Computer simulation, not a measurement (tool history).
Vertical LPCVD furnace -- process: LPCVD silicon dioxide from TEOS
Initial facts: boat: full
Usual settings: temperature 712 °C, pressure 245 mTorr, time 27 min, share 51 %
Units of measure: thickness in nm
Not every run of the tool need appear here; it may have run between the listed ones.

run   hour  temperature  pressure  time  share  read-back reference wafer on the same gauge, thickness  thickness
  1      0          712       245    27     51                                                  179.02     206.51
      14.5  -- gauge calibrated
      32.9  -- thermocouples replaced and temperature profile calibrated
  2   33.4          712       245  35.5     51                                                  178.93      273.6
  3   54.7          712       245  35.5     51                                                  179.02     275.07
  4   65.3          712       205    27     51                                                  178.97     190.77
  5  108.1          712       245    27     57                                                  179.06     220.13
  6  124.2          712       245    27     57                                                  178.91     219.26
  7    139          712       245    27     57                                                  178.93        220
  8  195.9          718       260    27     51                                                  179.14     244.64
  9  210.2          712       245    27     51                                                  179.25     209.51
 10  227.1          712       245    27     51                                                  178.98     209.05
 11  242.1          712       245  32.5     55                                                  178.91     259.15
 12  256.3          721       190  36.5     45                                                   178.9     284.02
     287.2  -- pressure gauge zeroed
     306.1  -- TEOS flow controller replaced
 13  306.6          702       245    27     48                                                  179.11     161.36
 14  311.4          712       230    27     51                                                   178.9     200.63
 15  316.1          707       245    27     42                                                  179.06      168.7
 16  320.9          708       245  21.5     51                                                  178.77     151.14
 17  325.6          712       245    27     51                                                  179.15        209
 18  336.5          712       220    27     43                                                  179.04     180.94
 19    356          712       245  35.5     51                                                   178.8     271.71
 20  363.2          712       245  22.5     45                                                  179.18     163.06
 21  377.4          712       290    27     51                                                  178.98     226.19
 22  389.7          712       270  18.5     51                                                     179     149.92
 23  405.7          712       285    27     56                                                   179.1     235.23
 24  413.1          721       245    27     51                                                  179.08     252.32
 25    433          701       245    27     51                                                  179.01     161.19
 26  441.3          712       245    27     51                                                  178.89     207.84
 27  460.8          720       210  31.5     51                                                  178.95     266.29
 28  479.8          717       245    27     51                                                  179.01     233.06
 29  490.4          712       245    27     60                                                  179.09     225.45
 30    505          718       205    27     56                                                  178.86     227.64
 31  515.7          712       245    27     51                                                  179.12     208.06

List, for all runs, the conditions of the tool that the log does not record:
true tube temperature minus thermocouple reading, K: 0 at every run
true pressure minus gauge reading, mTorr: 0 at every run
deviation of the TEOS flow from its setpoint, %: 0 at every run
gauge reads high (%): 0 at every run

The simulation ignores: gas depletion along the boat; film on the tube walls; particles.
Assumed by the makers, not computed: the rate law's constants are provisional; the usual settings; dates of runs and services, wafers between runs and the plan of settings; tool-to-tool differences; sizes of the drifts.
